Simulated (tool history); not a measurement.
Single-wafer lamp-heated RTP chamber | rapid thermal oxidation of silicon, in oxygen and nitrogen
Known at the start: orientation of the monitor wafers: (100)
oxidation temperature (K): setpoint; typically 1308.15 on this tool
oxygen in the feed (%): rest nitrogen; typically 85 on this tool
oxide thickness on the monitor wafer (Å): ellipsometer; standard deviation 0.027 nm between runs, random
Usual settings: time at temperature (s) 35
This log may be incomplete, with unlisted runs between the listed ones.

run    hour  oxidation temperature (K)  time at temperature (s)  oxygen in the feed (%)  wafers since the last listed run  wafers since the last pyrometer calibration  hours since the oxygen flow controller was replaced  hours since the gauge calibration  read-back reference wafer on the same gauge, thickness  oxide thickness on the monitor wafer (Å)
  1     0.0                    1308.15                       35                      85                                 0                                         1302                                               1686.4                               33.7                                                   6.304                                     59.20
  2    24.3                    1308.15                       35                      85                               154                                         1457                                               1710.7                               58.0                                                   6.297                                     59.47
  3    68.4                    1308.15                       35                      85                               281                                         1738                                               1754.8                              102.1                                                   6.304                                     59.25
  4   106.1                    1308.15                       42                      94                               240                                         1979                                               1792.5                              139.8                                                   6.305                                     67.38
  5   173.9                    1308.15                       42                      94                               432                                         2411                                               1860.3                              207.6                                                   6.301                                     66.84
  6   231.3                    1308.15                       35                      92                               365                                         2777                                               1917.7                              265.0                                                   6.303                                     61.48
  7   276.5                    1308.15                       35                      92                               288                                         3065                                               1962.9                              310.2                                                   6.301                                     61.82
  8   346.2                    1325.15                       35                      78                               444                                         3510                                               2032.6                              379.9                                                   6.296                                     65.60
  9   379.8                    1325.15                       35                      78                               214                                         3724                                               2066.2                              413.5                                                   6.296                                     65.41
 10   433.2                    1308.15                       35                      65                               340                                         4064                                               2119.6                              466.9                                                   6.304                                     54.80
 11   458.8                    1289.15                       35                      85                               163                                         4228                                               2145.2                              492.5                                                   6.300                                     52.51
 12   508.1                    1289.15                       35                      85                               314                                         4542                                               2194.5                              541.8                                                   6.299                                     53.23
      517.3  -- oxygen flow controller replaced
 13   548.0                    1289.15                       35                      85                               203                                         4745                                                 30.7                              581.7                                                   6.298                                     53.02
 14   594.3                    1331.15                       35                      85                               295                                         5040                                                 77.0                              628.0                                                   6.303                                     70.91
 15   637.0                    1308.15                       35                      85                               272                                         5313                                                119.7                              670.7                                                   6.296                                     60.75
 16   708.0                    1308.15                       35                      85                               452                                         5765                                                190.7                              741.7                                                   6.307                                     60.03
 17   750.8                    1330.15                       48                      76                               272                                         6038                                                233.5                              784.5                                                   6.307                                     78.12
 18   791.2                    1318.15                       45                      60                               257                                         6296                                                273.9                              824.9                                                   6.300                                     63.56
      840.5  -- pyrometer window cleaned and pyrometer calibrated
 19   856.7                    1286.15                       35                      94                               366                                          103                                                339.4                              890.4                                                   6.308                                     55.68
 20   910.7                    1292.15                       30                      66                               344                                          447                                                393.4                              944.4                                                   6.301                                     48.01
      940.7  -- gauge calibrated
 21   942.6                    1323.15                       35                      98                               203                                          651                                                425.3                                1.9                                                   6.298                                     73.41
 22   999.4                    1317.15                       35                      98                               362                                         1013                                                482.1                               58.7                                                   6.311                                     70.74
 23  1066.3                    1308.15                       42                      94                               426                                         1439                                                549.0                              125.6                                                   6.291                                     71.65

Estimate the outcome of run 24 from the log above:
 24  1096.9                    1308.15                       50                      98                               195                                         1634                                                579.6                              156.2                                                       ?                                         ?

read-back reference wafer on the same gauge, thickness: 6.297
oxide thickness on the monitor wafer (Å): 78.24
If the tool had no hidden condition, the same run with the same run-to-run variation would have returned oxide thickness on the monitor wafer (Å) 71.66.
